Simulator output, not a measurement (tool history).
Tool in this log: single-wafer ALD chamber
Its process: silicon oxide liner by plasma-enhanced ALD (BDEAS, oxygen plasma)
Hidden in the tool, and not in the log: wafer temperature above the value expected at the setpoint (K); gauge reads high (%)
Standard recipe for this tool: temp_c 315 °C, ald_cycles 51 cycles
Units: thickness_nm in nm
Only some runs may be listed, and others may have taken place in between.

run	hour	temp_c	ald_cycles	wafers since the last listed run	hours since the last thermocouple change	hours since the gauge calibration	read-back reference wafer on the same gauge, thickness_nm	thickness_nm
1	0.0	315	51	0	908.2	1004.8	4.346	4.900
2	69.8	325	51	480	978.0	1074.6	4.350	4.844
# hour 128.8: thermocouple changed; heater temperature recalibrated
3	133.5	325	51	383	4.7	1138.3	4.355	4.796
4	171.7	315	51	263	42.9	1176.5	4.345	4.865
5	249.0	315	51	532	120.2	1253.8	4.356	4.904
6	302.3	315	51	367	173.5	1307.1	4.346	4.874
7	376.0	315	51	507	247.2	1380.8	4.352	4.856
8	459.3	315	51	573	330.5	1464.1	4.354	4.905
9	553.8	315	51	651	425.0	1558.6	4.343	4.881
10	617.2	315	51	436	488.4	1622.0	4.350	4.858
11	700.1	315	51	571	571.3	1704.9	4.351	4.885
12	791.5	315	51	629	662.7	1796.3	4.350	4.859
13	829.0	315	51	258	700.2	1833.8	4.348	4.874
14	916.3	315	51	601	787.5	1921.1	4.354	4.869
15	969.6	315	51	367	840.8	1974.4	4.347	4.920
16	1028.4	315	51	405	899.6	2033.2	4.356	4.877
17	1107.0	315	51	541	978.2	2111.8	4.348	4.888
18	1147.5	321	51	279	1018.7	2152.3	4.350	4.817
# hour 1207.0: thermocouple changed; heater temperature recalibrated
19	1235.4	321	51	550	28.4	2240.2	4.349	4.819
20	1273.4	315	45	261	66.4	2278.2	4.346	4.287
21	1333.2	319	51	412	126.2	2338.0	4.352	4.865
22	1544.3	321	51	1454	337.3	2549.1	4.351	4.839
23	1638.4	327	51	648	431.4	2643.2	4.345	4.788
24	1722.6	320	51	580	515.6	2727.4	4.348	4.838
25	1822.7	322	60	689	615.7	2827.5	4.355	5.692
26	1921.5	315	51	680	714.5	2926.3	4.350	4.866
27	2022.9	305	56	698	815.9	3027.7	4.349	5.487
28	2065.6	315	43	294	858.6	3070.4	4.348	4.123
29	2149.0	315	51	574	942.0	3153.8	4.351	4.896
# hour 2159.8: thermocouple changed; heater temperature recalibrated
30	2243.2	301	56	593	83.4	3248.0	4.353	5.478
31	2330.5	329	56	601	170.7	3335.3	4.349	5.229
32	2410.3	304	48	549	250.5	3415.1	4.351	4.683
# hour 2415.3: gauge calibrated
33	2491.2	302	47	557	331.4	75.9	4.351	4.577
34	2528.4	304	60	256	368.6	113.1	4.351	5.849
35	2603.0	321	51	514	443.2	187.7	4.354	4.847
36	2642.4	322	51	271	482.6	227.1	4.354	4.835
37	2739.5	315	51	669	579.7	324.2	4.353	4.884
38	2839.0	323	46	685	679.2	423.7	4.345	4.363
39	2925.3	303	58	594	765.5	510.0	4.350	5.649
40	3012.4	315	51	600	852.6	597.1	4.348	4.869
# hour 3038.9: thermocouple changed; heater temperature recalibrated
41	3119.5	304	42	682	80.6	704.2	4.353	4.065

4 ways to go on from here, each from the tool as it stands after run 41. What would each give?
A	3120.0	315	44	3	81.1	704.7	?	?
B	3120.0	329	51	3	81.1	704.7	?	?
C	3120.0	324	51	3	81.1	704.7	?	?
D	3120.0	330	51	3	81.1	704.7	?	?

run	read-back reference wafer on the same gauge, thickness_nm	thickness_nm
A	4.352	4.210
B	4.352	4.773
C	4.352	4.811
D	4.352	4.766
With no hidden state in the tool, these same runs would have given:
run	thickness_nm
A	4.210
B	4.773
C	4.811
D	4.766

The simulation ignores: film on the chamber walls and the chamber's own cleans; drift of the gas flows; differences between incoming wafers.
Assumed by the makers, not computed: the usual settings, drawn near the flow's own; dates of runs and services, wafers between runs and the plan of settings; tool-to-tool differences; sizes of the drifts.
